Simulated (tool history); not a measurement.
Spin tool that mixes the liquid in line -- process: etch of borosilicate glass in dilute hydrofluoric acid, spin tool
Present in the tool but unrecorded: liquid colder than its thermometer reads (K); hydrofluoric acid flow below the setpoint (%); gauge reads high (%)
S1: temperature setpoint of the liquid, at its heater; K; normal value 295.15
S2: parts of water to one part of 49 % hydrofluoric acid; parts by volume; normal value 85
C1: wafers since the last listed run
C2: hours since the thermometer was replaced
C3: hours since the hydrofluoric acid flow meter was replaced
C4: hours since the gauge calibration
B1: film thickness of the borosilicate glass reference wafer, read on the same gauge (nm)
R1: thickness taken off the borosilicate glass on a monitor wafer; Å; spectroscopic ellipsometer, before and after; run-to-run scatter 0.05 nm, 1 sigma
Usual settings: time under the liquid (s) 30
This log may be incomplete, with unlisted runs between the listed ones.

Run 1, hour 0: usual settings; C1 0; C2 568.3; C3 292.5; C4 751.1; B1 59.99. Result: R1 100.9 Å.
Run 2, hour 50.2: usual settings; C1 675; C2 618.5; C3 342.7; C4 801.3; B1 60. Result: R1 102.2 Å.
Run 3, hour 139.5: usual settings; C1 1201; C2 707.8; C3 432; C4 890.6; B1 60.01. Result: R1 101.7 Å.
Run 4, hour 243.1: usual settings; C1 1393; C2 811.4; C3 535.6; C4 994.2; B1 60.03. Result: R1 101.3 Å.
At hour 264.1: hydrofluoric acid flow meter replaced.
Run 5, hour 314.6: usual settings; C1 948; C2 882.9; C3 50.5; C4 1065.7; B1 60. Result: R1 101.2 Å.
Run 6, hour 406.6: usual settings; C1 1237; C2 974.9; C3 142.5; C4 1157.7; B1 59.99. Result: R1 100.4 Å.
Run 7, hour 489.2: usual settings; C1 1111; C2 1057.5; C3 225.1; C4 1240.3; B1 60.01. Result: R1 100.6 Å.
At hour 524.7: thermometer replaced.
Run 8, hour 583: usual settings; C1 1248; C2 58.3; C3 318.9; C4 1334.1; B1 60.01. Result: R1 102.1 Å.
Run 9, hour 688.4: usual settings; C1 1418; C2 163.7; C3 424.3; C4 1439.5; B1 59.99. Result: R1 102.8 Å.
At hour 734.7: hydrofluoric acid flow meter replaced.
Run 10, hour 754.7: usual settings; C1 878; C2 230; C3 20; C4 1505.8; B1 60.01. Result: R1 101.7 Å.
Run 11, hour 857: usual settings; C1 1376; C2 332.3; C3 122.3; C4 1608.1; B1 60. Result: R1 101.5 Å.
Run 12, hour 931.1: usual settings; C1 997; C2 406.4; C3 196.4; C4 1682.2; B1 60.01. Result: R1 101.2 Å.
Run 13, hour 1033.6: usual settings; C1 1379; C2 508.9; C3 298.9; C4 1784.7; B1 60. Result: R1 101.5 Å.
Run 14, hour 1075.4: usual settings; C1 562; C2 550.7; C3 340.7; C4 1826.5; B1 60. Result: R1 102.1 Å.
Run 15, hour 1178.8: usual settings; C1 1391; C2 654.1; C3 444.1; C4 1929.9; B1 60. Result: R1 101.6 Å.
At hour 1212.8: hydrofluoric acid flow meter replaced.
Run 16, hour 1227.8: usual settings; C1 645; C2 703.1; C3 15; C4 1978.9; B1 60.01. Result: R1 101.3 Å.
Run 17, hour 1296: usual settings but S1 293.15 K, S2 110 parts by volume, time under the liquid (s) 50; C1 917; C2 771.3; C3 83.2; C4 2047.1; B1 60.01. Result: R1 116.1 Å.
At hour 1530.1: thermometer replaced.
At hour 1580.9: gauge calibrated.
Run 18, hour 1581.6: usual settings but S1 293.65 K, S2 105 parts by volume; C1 3829; C2 51.5; C3 368.8; C4 0.7; B1 60.02. Result: R1 76.3 Å.
Run 19, hour 1663.2: usual settings; C1 1097; C2 133.1; C3 450.4; C4 82.3; B1 60. Result: R1 101.9 Å.
Run 20, hour 1718.9: usual settings but S1 298.65 K, S2 120 parts by volume, time under the liquid (s) 15; C1 749; C2 188.8; C3 506.1; C4 138; B1 60. Result: R1 39.5 Å.
At hour 1776.8: hydrofluoric acid flow meter replaced.
Run 21, hour 1801.1: usual settings; C1 1092; C2 271; C3 24.3; C4 220.2; B1 59.99. Result: R1 101.4 Å.
Run 22, hour 1900.5: usual settings but time under the liquid (s) 15; C1 1337; C2 370.4; C3 123.7; C4 319.6; B1 59.99. Result: R1 50.8 Å.
Run 23, hour 1950.5: usual settings; C1 672; C2 420.4; C3 173.7; C4 369.6; B1 60.01. Result: R1 102.1 Å.
Run 24, hour 2009.3: usual settings but S1 300.15 K, time under the liquid (s) 45; C1 791; C2 479.2; C3 232.5; C4 428.4; B1 60. Result: R1 185.1 Å.
Run 25, hour 2061.9: usual settings; C1 707; C2 531.8; C3 285.1; C4 481; B1 60.01. Result: R1 100.7 Å.
Run 26, hour 2154.7: usual settings but S1 291.65 K, S2 120 parts by volume, time under the liquid (s) 50; C1 1248; C2 624.6; C3 377.9; C4 573.8; B1 60. Result: R1 98.7 Å.
Run 27, hour 2259.7: usual settings but S2 60 parts by volume, time under the liquid (s) 15; C1 1412; C2 729.6; C3 482.9; C4 678.8; B1 59.98. Result: R1 73.4 Å.
At hour 2330.2: hydrofluoric acid flow meter replaced.
Run 28, hour 2339.3: usual settings; C1 1057; C2 809.2; C3 9.1; C4 758.4; B1 59.98. Result: R1 100.2 Å.
Run 29, hour 2396.9: usual settings; C1 775; C2 866.8; C3 66.7; C4 816; B1 60. Result: R1 100.5 Å.
At hour 2416.3: thermometer replaced.
Run 30, hour 2458.6: usual settings but S2 115 parts by volume; C1 816; C2 42.3; C3 128.4; C4 877.7; B1 59.98. Result: R1 73.4 Å.
Run 31, hour 2494.6: usual settings but S1 291.15 K, S2 55 parts by volume, time under the liquid (s) 45; C1 484; C2 78.3; C3 164.4; C4 913.7; B1 60. Result: R1 209 Å.
Run 32, hour 2590.4: usual settings but S1 292.65 K; C1 1289; C2 174.1; C3 260.2; C4 1009.5; B1 59.99. Result: R1 92 Å.
Run 33, hour 2647.9: usual settings but S2 110 parts by volume, time under the liquid (s) 50; C1 773; C2 231.6; C3 317.7; C4 1067; B1 60. Result: R1 128.2 Å.

For some of the steps in R1 from one run to the next: how much would appear even if the tool had no hidden state, given the settings, what came in and random variation, and how much remains for the hidden state plus any gauge scatter that the measured result and the result without hidden state don't share?
Run 7 -> 8: thermometer replaced. R1 +1.5 Å: hidden state +2.3, all else -0.8.
Run 17 -> 18: S1 293.15 -> 293.65, S2 110 -> 105, time under the liquid (s) 50 -> 30, thermometer replaced, gauge calibrated. R1 -39.8 Å: hidden state +2.1, all else -41.9.
Run 24 -> 25: S1 300.15 -> 295.15, time under the liquid (s) 45 -> 30. R1 -84.4 Å: hidden state +1.1, all else -85.5.
Run 29 -> 30: S2 85 -> 115, thermometer replaced. R1 -27.1 Å: hidden state +2.4, all else -29.5.
Run 30 -> 31: S1 295.15 -> 291.15, S2 115 -> 55, time under the liquid (s) 30 -> 45. R1 +135.6 Å: hidden state -0.4, all else +136.
Run 31 -> 32: S1 291.15 -> 292.65, S2 55 -> 85, time under the liquid (s) 45 -> 30. R1 -117 Å: hidden state +0.1, all else -117.1.
